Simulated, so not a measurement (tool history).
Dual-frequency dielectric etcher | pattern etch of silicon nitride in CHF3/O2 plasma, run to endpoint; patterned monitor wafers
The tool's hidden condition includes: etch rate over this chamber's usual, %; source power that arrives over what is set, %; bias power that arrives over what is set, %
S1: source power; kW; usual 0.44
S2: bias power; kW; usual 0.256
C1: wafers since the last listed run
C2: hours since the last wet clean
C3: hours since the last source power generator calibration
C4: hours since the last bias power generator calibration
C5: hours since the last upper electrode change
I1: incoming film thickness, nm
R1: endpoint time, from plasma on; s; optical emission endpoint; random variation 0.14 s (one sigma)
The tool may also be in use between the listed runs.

| run | hour | S1 | S2 | C1 | C2 | C3 | C4 | C5 | I1 | R1 |
|---|---|---|---|---|---|---|---|---|---|---|
| 1 | 0 | 0.46 | 0.22 | 0 | 222.7 | 3643.7 | 1708.4 | 1296 | 59.9 | 42.2 |
| 2 | 106.2 | 0.44 | 0.256 | 796 | 328.9 | 3749.9 | 1814.6 | 1402.2 | 60.1 | 40.6 |
| 3 | 200.4 | 0.44 | 0.256 | 706 | 423.1 | 3844.1 | 1908.8 | 1496.4 | 59.6 | 40.8 |
| 4 | 240.6 | 0.44 | 0.304 | 301 | 463.3 | 3884.3 | 1949 | 1536.6 | 60.5 | 38.5 |
|  | 301.7 | wet clean of the chamber |
| 5 | 338.9 | 0.44 | 0.304 | 557 | 37.2 | 3982.6 | 2047.3 | 1634.9 | 60.1 | 37 |
| 6 | 393.6 | 0.44 | 0.304 | 410 | 91.9 | 4037.3 | 2102 | 1689.6 | 59.9 | 37.1 |
| 7 | 479.5 | 0.44 | 0.256 | 644 | 177.8 | 4123.2 | 2187.9 | 1775.5 | 59.9 | 39.5 |
| 8 | 667.4 | 0.41 | 0.208 | 1408 | 365.7 | 4311.1 | 2375.8 | 1963.4 | 59.7 | 44 |
|  | 736.3 | upper electrode replaced |
|  | 756.5 | wet clean of the chamber |
|  | 943.1 | bias power generator calibrated |
| 9 | 957.7 | 0.41 | 0.208 | 1814 | 201.2 | 4601.4 | 14.6 | 221.4 | 60.8 | 44.4 |
| 10 | 1038.2 | 0.41 | 0.208 | 603 | 281.7 | 4681.9 | 95.1 | 301.9 | 59.6 | 44.2 |
| 11 | 1124.3 | 0.41 | 0.256 | 645 | 367.8 | 4768 | 181.2 | 388 | 60.5 | 41.4 |
| 12 | 1176.4 | 0.36 | 0.275 | 390 | 419.9 | 4820.1 | 233.3 | 440.1 | 60.4 | 41.2 |
|  | 1204.2 | wet clean of the chamber |
|  | 1278.2 | source power generator calibrated |
| 13 | 1282.4 | 0.5 | 0.273 | 584 | 78.2 | 4.2 | 339.3 | 546.1 | 59.5 | 37.4 |
| 14 | 1330.6 | 0.39 | 0.319 | 361 | 126.4 | 52.4 | 387.5 | 594.3 | 59.9 | 37.8 |
| 15 | 1402.2 | 0.5 | 0.293 | 536 | 198 | 124 | 459.1 | 665.9 | 59.9 | 36.7 |
| 16 | 1464.5 | 0.39 | 0.284 | 467 | 260.3 | 186.3 | 521.4 | 728.2 | 59.9 | 39.6 |
| 17 | 1537.7 | 0.44 | 0.256 | 548 | 333.5 | 259.5 | 594.6 | 801.4 | 60.2 | 40.8 |
| 18 | 1573.9 | 0.44 | 0.256 | 271 | 369.7 | 295.7 | 630.8 | 837.6 | 60.4 | 40.6 |
| 19 | 1611.1 | 0.39 | 0.221 | 278 | 406.9 | 332.9 | 668 | 874.8 | 60.1 | 44.2 |
| 20 | 1673.8 | 0.55 | 0.256 | 470 | 469.6 | 395.6 | 730.7 | 937.5 | 60 | 38.6 |
|  | 1708.3 | wet clean of the chamber |
| 21 | 1771.7 | 0.53 | 0.285 | 554 | 63.4 | 493.5 | 828.6 | 1035.4 | 60 | 36.6 |
| 22 | 1809.7 | 0.44 | 0.256 | 284 | 101.4 | 531.5 | 866.6 | 1073.4 | 59.8 | 39.6 |

Each row is a separate what-if for the run after 22, all from the same tool condition, not one after another. Results?
| A | 1810.1 | 0.54 | 0.256 | 2 | 101.8 | 531.9 | 867 | 1073.8 | 60.4 | ? |
| B | 1810.1 | 0.55 | 0.313 | 2 | 101.8 | 531.9 | 867 | 1073.8 | 60.4 | ? |
| C | 1810.1 | 0.44 | 0.236 | 2 | 101.8 | 531.9 | 867 | 1073.8 | 60.4 | ? |

| run | R1 |
|---|---|
| A | 38.2 |
| B | 35.2 |
| C | 41.4 |
Had the tool no hidden state, the same runs would have come out as:
| run | R1 |
|---|---|
| A | 37.9 |
| B | 34.9 |
| C | 41.1 |
